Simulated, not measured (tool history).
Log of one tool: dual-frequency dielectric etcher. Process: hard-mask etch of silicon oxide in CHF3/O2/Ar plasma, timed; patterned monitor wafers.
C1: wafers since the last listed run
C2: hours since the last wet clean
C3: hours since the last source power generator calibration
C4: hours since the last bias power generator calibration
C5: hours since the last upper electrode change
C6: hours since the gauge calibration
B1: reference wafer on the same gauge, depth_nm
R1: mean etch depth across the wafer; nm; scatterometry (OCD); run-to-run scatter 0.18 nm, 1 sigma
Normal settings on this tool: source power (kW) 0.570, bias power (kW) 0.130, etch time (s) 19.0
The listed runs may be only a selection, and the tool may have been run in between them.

run 1 day=0.000 | source_power_(kW)=0.530 bias_power_(kW)=0.130 etch_time_(s)=19.0 | C1=0 C2=489.0 C3=4187.4 C4=4607.4 C5=4175.5 C6=355.1 | B1=23.58 | R1=29.38
run 2 day=0.450 | source_power_(kW)=0.530 bias_power_(kW)=0.130 etch_time_(s)=19.0 | C1=128 C2=499.8 C3=4198.2 C4=4618.2 C5=4186.3 C6=365.9 | B1=23.56 | R1=29.73
run 3 day=1.054 | source_power_(kW)=0.570 bias_power_(kW)=0.130 etch_time_(s)=19.0 | C1=172 C2=514.3 C3=4212.7 C4=4632.7 C5=4200.8 C6=380.4 | B1=23.58 | R1=30.73
run 4 day=1.442 | source_power_(kW)=0.570 bias_power_(kW)=0.130 etch_time_(s)=19.0 | C1=110 C2=523.6 C3=4222.0 C4=4642.0 C5=4210.1 C6=389.7 | B1=23.57 | R1=30.52
run 5 day=1.871 | source_power_(kW)=0.570 bias_power_(kW)=0.130 etch_time_(s)=19.0 | C1=122 C2=533.9 C3=4232.3 C4=4652.3 C5=4220.4 C6=400.0 | B1=23.56 | R1=30.76
run 6 day=2.362 | source_power_(kW)=0.570 bias_power_(kW)=0.130 etch_time_(s)=19.0 | C1=140 C2=545.7 C3=4244.1 C4=4664.1 C5=4232.2 C6=411.8 | B1=23.62 | R1=30.40
-- day=2.588 bias power generator calibrated
run 7 day=2.996 | source_power_(kW)=0.570 bias_power_(kW)=0.130 etch_time_(s)=19.0 | C1=133 C2=560.9 C3=4259.3 C4=9.8 C5=4247.4 C6=427.0 | B1=23.67 | R1=30.72
run 8 day=3.517 | source_power_(kW)=0.570 bias_power_(kW)=0.130 etch_time_(s)=22.5 | C1=149 C2=573.4 C3=4271.8 C4=22.3 C5=4259.9 C6=439.5 | B1=23.58 | R1=36.03
-- day=4.821 upper electrode replaced
run 9 day=4.842 | source_power_(kW)=0.570 bias_power_(kW)=0.130 etch_time_(s)=22.5 | C1=92 C2=605.2 C3=4303.6 C4=54.1 C5=0.5 C6=471.3 | B1=23.62 | R1=36.42
run 10 day=4.854 | source_power_(kW)=0.530 bias_power_(kW)=0.130 etch_time_(s)=19.0 | C1=3 C2=605.5 C3=4303.9 C4=54.4 C5=0.8 C6=471.6 | B1=23.58 | R1=30.25
run 11 day=4.883 | source_power_(kW)=0.570 bias_power_(kW)=0.112 etch_time_(s)=19.0 | C1=8 C2=606.2 C3=4304.6 C4=55.1 C5=1.5 C6=472.3 | B1=23.59 | R1=29.16
-- day=6.004 wet clean of the chamber
run 12 day=6.025 | source_power_(kW)=0.610 bias_power_(kW)=0.103 etch_time_(s)=13.5 | C1=40 C2=0.5 C3=4332.0 C4=82.5 C5=28.9 C6=499.7 | B1=23.62 | R1=21.26
run 13 day=6.042 | source_power_(kW)=0.530 bias_power_(kW)=0.142 etch_time_(s)=19.0 | C1=4 C2=0.9 C3=4332.4 C4=82.9 C5=29.3 C6=500.1 | B1=23.64 | R1=31.43
run 14 day=6.321 | source_power_(kW)=0.680 bias_power_(kW)=0.099 etch_time_(s)=22.5 | C1=79 C2=7.6 C3=4339.1 C4=89.6 C5=36.0 C6=506.8 | B1=23.58 | R1=36.15
run 15 day=7.000 | source_power_(kW)=0.570 bias_power_(kW)=0.130 etch_time_(s)=19.0 | C1=194 C2=23.9 C3=4355.4 C4=105.9 C5=52.3 C6=523.1 | B1=23.62 | R1=31.00
run 16 day=7.367 | source_power_(kW)=0.660 bias_power_(kW)=0.118 etch_time_(s)=21.0 | C1=104 C2=32.7 C3=4364.2 C4=114.7 C5=61.1 C6=531.9 | B1=23.60 | R1=34.76
run 17 day=8.008 | source_power_(kW)=0.710 bias_power_(kW)=0.160 etch_time_(s)=15.5 | C1=183 C2=48.1 C3=4379.6 C4=130.1 C5=76.5 C6=547.3 | B1=23.65 | R1=29.09
run 18 day=8.358 | source_power_(kW)=0.570 bias_power_(kW)=0.130 etch_time_(s)=19.0 | C1=100 C2=56.5 C3=4388.0 C4=138.5 C5=84.9 C6=555.7 | B1=23.59 | R1=31.12
-- day=8.742 source power generator calibrated
run 19 day=9.062 | source_power_(kW)=0.660 bias_power_(kW)=0.106 etch_time_(s)=21.5 | C1=153 C2=73.4 C3=7.7 C4=155.4 C5=101.8 C6=572.6 | B1=23.63 | R1=34.96
run 20 day=9.792 | source_power_(kW)=0.620 bias_power_(kW)=0.112 etch_time_(s)=17.5 | C1=208 C2=90.9 C3=25.2 C4=172.9 C5=119.3 C6=590.1 | B1=23.62 | R1=28.51
run 21 day=10.250 | source_power_(kW)=0.570 bias_power_(kW)=0.130 etch_time_(s)=19.0 | C1=131 C2=101.9 C3=36.2 C4=183.9 C5=130.3 C6=601.1 | B1=23.62 | R1=31.21
-- day=11.479 wet clean of the chamber, repeated, since the last time left the tool worse
run 22 day=11.500 | source_power_(kW)=0.570 bias_power_(kW)=0.130 etch_time_(s)=15.0 | C1=71 C2=0.5 C3=66.2 C4=213.9 C5=160.3 C6=631.1 | B1=23.63 | R1=22.99
run 23 day=11.517 | source_power_(kW)=0.570 bias_power_(kW)=0.143 etch_time_(s)=21.0 | C1=4 C2=0.9 C3=66.6 C4=214.3 C5=160.7 C6=631.5 | B1=23.59 | R1=33.20
run 24 day=11.658 | source_power_(kW)=0.570 bias_power_(kW)=0.153 etch_time_(s)=19.0 | C1=40 C2=4.3 C3=70.0 C4=217.7 C5=164.1 C6=634.9 | B1=23.62 | R1=30.51
run 25 day=12.004 | source_power_(kW)=0.570 bias_power_(kW)=0.130 etch_time_(s)=16.0 | C1=98 C2=12.6 C3=78.3 C4=226.0 C5=172.4 C6=643.2 | B1=23.52 | R1=24.65
-- day=12.042 gauge calibrated
run 26 day=12.729 | source_power_(kW)=0.570 bias_power_(kW)=0.101 etch_time_(s)=13.5 | C1=207 C2=30.0 C3=95.7 C4=243.4 C5=189.8 C6=16.5 | B1=23.58 | R1=19.33
run 27 day=13.242 | source_power_(kW)=0.570 bias_power_(kW)=0.130 etch_time_(s)=19.0 | C1=146 C2=42.3 C3=108.0 C4=255.7 C5=202.1 C6=28.8 | B1=23.59 | R1=29.31
run 28 day=13.817 | source_power_(kW)=0.510 bias_power_(kW)=0.155 etch_time_(s)=19.0 | C1=164 C2=56.1 C3=121.8 C4=269.5 C5=215.9 C6=42.6 | B1=23.59 | R1=29.97
run 29 day=14.496 | source_power_(kW)=0.570 bias_power_(kW)=0.155 etch_time_(s)=14.5 | C1=194 C2=72.4 C3=138.1 C4=285.8 C5=232.2 C6=58.9 | B1=23.61 | R1=23.80
run 30 day=16.588 | source_power_(kW)=0.620 bias_power_(kW)=0.160 etch_time_(s)=13.5 | C1=598 C2=122.6 C3=188.3 C4=336.0 C5=282.4 C6=109.1 | B1=23.58 | R1=22.89
run 31 day=17.333 | source_power_(kW)=0.570 bias_power_(kW)=0.101 etch_time_(s)=13.5 | C1=213 C2=140.5 C3=206.2 C4=353.9 C5=300.3 C6=127.0 | B1=23.61 | R1=19.67

What if the next run were any one of these 3? Each begins from the tool's condition after run 31:
run A day=17.350 | source_power_(kW)=0.570 bias_power_(kW)=0.130 etch_time_(s)=19.0 | C1=4 C2=140.9 C3=206.6 C4=354.3 C5=300.7 C6=127.4 | B1=? | R1=?
run B day=17.350 | source_power_(kW)=0.480 bias_power_(kW)=0.145 etch_time_(s)=24.0 | C1=4 C2=140.9 C3=206.6 C4=354.3 C5=300.7 C6=127.4 | B1=? | R1=?
run C day=17.350 | source_power_(kW)=0.500 bias_power_(kW)=0.130 etch_time_(s)=21.0 | C1=4 C2=140.9 C3=206.6 C4=354.3 C5=300.7 C6=127.4 | B1=? | R1=?

run=A B1=23.66 R1=29.71
run=B B1=23.66 R1=37.02
run=C B1=23.66 R1=31.67
Without the tool's hidden state the same runs would have given:
run=A R1=29.53
run=B R1=36.80
run=C R1=31.47
